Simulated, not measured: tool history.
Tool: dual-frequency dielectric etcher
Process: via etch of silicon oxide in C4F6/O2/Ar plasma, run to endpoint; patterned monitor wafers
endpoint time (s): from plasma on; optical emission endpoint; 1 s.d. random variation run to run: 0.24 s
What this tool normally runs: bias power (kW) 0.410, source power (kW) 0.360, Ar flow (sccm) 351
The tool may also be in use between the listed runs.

run	hour	bias power (kW)	source power (kW)	Ar flow (sccm)	incoming incoming film thickness, nm	endpoint time (s)
1	0.0	0.410	0.360	351	130.3	33.1
2	70.4	0.410	0.360	351	129.6	33.5
3	121.6	0.410	0.360	351	129.9	33.1
# hour 161.8: wet clean of the chamber
4	187.7	0.410	0.360	351	129.2	32.0
5	238.1	0.410	0.360	351	129.8	32.6
6	274.5	0.410	0.360	351	128.8	32.7
7	327.8	0.410	0.360	351	129.2	32.6
# hour 440.9: bias power generator calibrated
# hour 535.2: Ar flow controller replaced
8	539.3	0.410	0.360	351	128.1	32.9
9	570.0	0.410	0.400	351	127.9	30.6
10	599.2	0.410	0.400	351	129.4	31.0
11	647.1	0.410	0.400	351	129.7	30.9
12	696.4	0.410	0.360	288	129.2	32.7
# hour 732.3: wet clean of the chamber
13	739.2	0.332	0.360	351	130.4	34.6
14	796.2	0.410	0.360	351	131.4	32.9
15	862.2	0.497	0.430	398	129.8	27.9
# hour 895.4: source power generator calibrated
16	895.9	0.410	0.360	351	129.5	32.7
# hour 925.2: upper electrode replaced
17	943.2	0.480	0.360	297	129.8	30.9
18	984.5	0.446	0.330	432	130.2	34.8
19	1028.3	0.410	0.360	351	129.1	33.0
20	1088.0	0.447	0.390	351	129.4	30.4
21	1117.1	0.410	0.440	351	130.1	29.6
22	1240.7	0.410	0.360	351	130.0	33.3
23	1280.1	0.333	0.310	351	130.4	39.5
24	1309.6	0.318	0.360	390	130.3	36.8

Each row is a separate what-if for the run after 24, all from the same tool condition, not one after another. Results?
A	1310.0	0.410	0.360	426	129.5	?
B	1310.0	0.410	0.360	325	129.5	?
C	1310.0	0.354	0.360	351	129.5	?

run	endpoint time (s)
A	34.0
B	33.3
C	35.1
With no hidden state in the tool, these same runs would have given:
run	endpoint time (s)
A	32.9
B	32.3
C	34.0
